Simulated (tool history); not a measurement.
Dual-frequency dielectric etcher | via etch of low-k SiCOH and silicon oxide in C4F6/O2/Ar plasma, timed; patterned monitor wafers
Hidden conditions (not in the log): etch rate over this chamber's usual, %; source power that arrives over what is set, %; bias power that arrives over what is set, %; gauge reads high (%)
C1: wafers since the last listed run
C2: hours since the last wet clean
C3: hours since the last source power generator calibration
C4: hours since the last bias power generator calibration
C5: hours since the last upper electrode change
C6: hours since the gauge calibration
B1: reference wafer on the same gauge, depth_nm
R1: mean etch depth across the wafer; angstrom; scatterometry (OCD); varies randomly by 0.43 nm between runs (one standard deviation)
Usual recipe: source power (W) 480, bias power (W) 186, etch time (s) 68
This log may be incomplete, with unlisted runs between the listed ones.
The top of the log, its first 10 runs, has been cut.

run 11 day=9.071 | source_power_(W)=480 bias_power_(W)=186 etch_time_(s)=68 | C1=181 C2=123.4 C3=2682.1 C4=1677.5 C5=2268.4 C6=554.2 | B1=178 | R1=2126
run 12 day=9.775 | source_power_(W)=480 bias_power_(W)=186 etch_time_(s)=68 | C1=153 C2=140.3 C3=2699 C4=1694.4 C5=2285.3 C6=571.1 | B1=178 | R1=2130
run 13 day=10.438 | source_power_(W)=510 bias_power_(W)=186 etch_time_(s)=68 | C1=144 C2=156.2 C3=2714.9 C4=1710.3 C5=2301.2 C6=587 | B1=178 | R1=2214
run 14 day=11.879 | source_power_(W)=480 bias_power_(W)=186 etch_time_(s)=68 | C1=314 C2=190.8 C3=2749.5 C4=1744.9 C5=2335.8 C6=621.6 | B1=178 | R1=2134
-- day=12.608 gauge calibrated
run 15 day=13.108 | source_power_(W)=540 bias_power_(W)=198 etch_time_(s)=80.5 | C1=268 C2=220.3 C3=2779 C4=1774.4 C5=2365.3 C6=12 | B1=178 | R1=2793
-- day=14.508 upper electrode replaced
run 16 day=14.529 | source_power_(W)=370 bias_power_(W)=202 etch_time_(s)=68 | C1=91 C2=254.4 C3=2813.1 C4=1808.5 C5=0.5 C6=46.1 | B1=178 | R1=1850
run 17 day=14.546 | source_power_(W)=480 bias_power_(W)=221 etch_time_(s)=68 | C1=3 C2=254.8 C3=2813.5 C4=1808.9 C5=0.9 C6=46.5 | B1=178 | R1=2297
run 18 day=15.271 | source_power_(W)=520 bias_power_(W)=154 etch_time_(s)=74 | C1=158 C2=272.2 C3=2830.9 C4=1826.3 C5=18.3 C6=63.9 | B1=178 | R1=2267
run 19 day=15.821 | source_power_(W)=520 bias_power_(W)=167 etch_time_(s)=81.5 | C1=119 C2=285.4 C3=2844.1 C4=1839.5 C5=31.5 C6=77.1 | B1=178 | R1=2577
-- day=16.233 source power generator calibrated
-- day=16.888 bias power generator calibrated
run 20 day=16.908 | source_power_(W)=480 bias_power_(W)=186 etch_time_(s)=85.5 | C1=164 C2=311.5 C3=16.2 C4=0.5 C5=57.6 C6=103.2 | B1=178.1 | R1=2764
run 21 day=17.65 | source_power_(W)=480 bias_power_(W)=186 etch_time_(s)=68 | C1=161 C2=329.3 C3=34 C4=18.3 C5=75.4 C6=121 | B1=178 | R1=2196
-- day=19.117 wet clean of the chamber
run 22 day=19.138 | source_power_(W)=480 bias_power_(W)=186 etch_time_(s)=68 | C1=106 C2=0.5 C3=69.7 C4=54 C5=111.1 C6=156.7 | B1=178.1 | R1=2157
run 23 day=19.725 | source_power_(W)=450 bias_power_(W)=186 etch_time_(s)=85.5 | C1=128 C2=14.6 C3=83.8 C4=68.1 C5=125.2 C6=170.8 | B1=178 | R1=2612
run 24 day=20.9 | source_power_(W)=480 bias_power_(W)=186 etch_time_(s)=68 | C1=256 C2=42.8 C3=112 C4=96.3 C5=153.4 C6=199 | B1=178 | R1=2156
run 25 day=21.725 | source_power_(W)=400 bias_power_(W)=148 etch_time_(s)=62 | C1=179 C2=62.6 C3=131.8 C4=116.1 C5=173.2 C6=218.8 | B1=178 | R1=1576
run 26 day=22.612 | source_power_(W)=480 bias_power_(W)=220 etch_time_(s)=68 | C1=193 C2=83.9 C3=153.1 C4=137.4 C5=194.5 C6=240.1 | B1=178 | R1=2325
run 27 day=23.15 | source_power_(W)=370 bias_power_(W)=186 etch_time_(s)=83 | C1=117 C2=96.8 C3=166 C4=150.3 C5=207.4 C6=253 | B1=178 | R1=2208
run 28 day=24.117 | source_power_(W)=570 bias_power_(W)=158 etch_time_(s)=54.5 | C1=210 C2=120 C3=189.2 C4=173.5 C5=230.6 C6=276.2 | B1=177.9 | R1=1795
run 29 day=25.542 | source_power_(W)=580 bias_power_(W)=161 etch_time_(s)=68 | C1=310 C2=154.2 C3=223.4 C4=207.7 C5=264.8 C6=310.4 | B1=178 | R1=2284
run 30 day=26.833 | source_power_(W)=410 bias_power_(W)=217 etch_time_(s)=80 | C1=281 C2=185.2 C3=254.4 C4=238.7 C5=295.8 C6=341.4 | B1=178 | R1=2458

Alternative continuations, all from the tool just after run 30; predict every row:
run A day=26.85 | source_power_(W)=560 bias_power_(W)=186 etch_time_(s)=68 | C1=3 C2=185.6 C3=254.8 C4=239.1 C5=296.2 C6=341.8 | B1=? | R1=?
run B day=26.85 | source_power_(W)=540 bias_power_(W)=186 etch_time_(s)=75 | C1=3 C2=185.6 C3=254.8 C4=239.1 C5=296.2 C6=341.8 | B1=? | R1=?
run C day=26.85 | source_power_(W)=480 bias_power_(W)=171 etch_time_(s)=68 | C1=3 C2=185.6 C3=254.8 C4=239.1 C5=296.2 C6=341.8 | B1=? | R1=?
run D day=26.85 | source_power_(W)=440 bias_power_(W)=221 etch_time_(s)=87 | C1=3 C2=185.6 C3=254.8 C4=239.1 C5=296.2 C6=341.8 | B1=? | R1=?

run=A B1=178 R1=2376
run=B B1=178 R1=2566
run=C B1=178 R1=2089
run=D B1=178 R1=2822
Without the tool's unlogged condition, the same runs would have read:
run=A R1=2366
run=B R1=2555
run=C R1=2080
run=D R1=2812

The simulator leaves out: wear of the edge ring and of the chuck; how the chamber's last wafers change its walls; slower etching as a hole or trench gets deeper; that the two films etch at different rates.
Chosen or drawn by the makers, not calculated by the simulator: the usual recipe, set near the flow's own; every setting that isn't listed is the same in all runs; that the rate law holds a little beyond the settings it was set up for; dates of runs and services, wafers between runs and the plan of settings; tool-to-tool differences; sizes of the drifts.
